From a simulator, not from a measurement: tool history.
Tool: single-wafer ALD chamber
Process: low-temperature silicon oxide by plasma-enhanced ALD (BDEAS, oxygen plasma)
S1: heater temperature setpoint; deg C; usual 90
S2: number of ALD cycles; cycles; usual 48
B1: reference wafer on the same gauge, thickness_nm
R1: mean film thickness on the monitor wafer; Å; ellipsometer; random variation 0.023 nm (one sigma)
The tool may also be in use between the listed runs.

run	day	S1	S2	B1	R1
1	0.000	85	48	8.432	73.72
2	2.150	85	48	8.433	73.16
3	3.842	85	48	8.430	73.46
4	5.804	94	48	8.423	71.67
5	8.275	90	50	8.427	75.65
6	16.742	90	50	8.426	75.64
7	20.683	90	50	8.434	75.10
8	24.054	90	52	8.426	78.45
9	27.150	90	52	8.429	78.09
10	31.246	90	48	8.426	72.69
11	35.742	90	48	8.432	72.49
12	37.912	98	42	8.434	62.27
13	42.121	95	48	8.429	71.55
14	44.383	90	48	8.432	73.11
15	48.842	90	48	8.425	73.15
16	53.096	90	48	8.437	73.08
17	54.833	90	48	8.429	72.43
18	57.125	90	48	8.437	73.19
19	59.062	90	48	8.431	73.06
20	61.208	90	48	8.438	73.31
21	63.654	90	48	8.425	72.72
22	66.417	90	48	8.436	72.89
23	69.742	86	52	8.437	80.05
24	73.325	77	48	8.431	75.95
25	76.129	104	51	8.430	74.55
26	79.329	81	55	8.426	86.23
27	81.804	96	52	8.429	78.03
28	84.679	75	42	8.426	66.89
29	87.400	81	48	8.439	75.48
30	89.438	90	48	8.434	73.68
31	93.467	86	40	8.428	61.07
32	95.371	90	48	8.431	72.69
33	98.250	95	52	8.425	77.50
34	101.446	90	48	8.434	72.26
35	103.329	103	45	8.431	65.59
36	106.354	101	41	8.434	59.89
37	110.571	102	44	8.430	63.97
38	113.575	78	45	8.434	70.54
39	115.683	96	54	8.434	80.64
40	117.558	90	48	8.430	73.19
41	119.975	103	44	8.432	64.05
42	122.600	102	55	8.428	80.73
43	124.146	103	48	8.433	69.52
44	126.821	103	40	8.433	58.08

Not shown: 3 entries that the log had between the listed runs. Between which runs, and how does the tool's hidden state differ before and after?
Between runs 6 and 7: gauge calibrated (day 17.396)
  wafer temperature above the value expected at the setpoint (K): -0.886 -> -1.1
  measured less the result without the state, R1: +0.21 -> +0.25 Å
Between runs 27 and 28: gauge calibrated (day 82.783)
  wafer temperature above the value expected at the setpoint (K): -4.39 -> -4.54
  measured less the result without the state, R1: +1.06 -> +0.88 Å
Between runs 30 and 31: thermocouple changed; heater temperature recalibrated (day 91.379)
  wafer temperature above the value expected at the setpoint (K): -4.8 -> -0.961
  measured less the result without the state, R1: +1.07 -> +0.18 Å
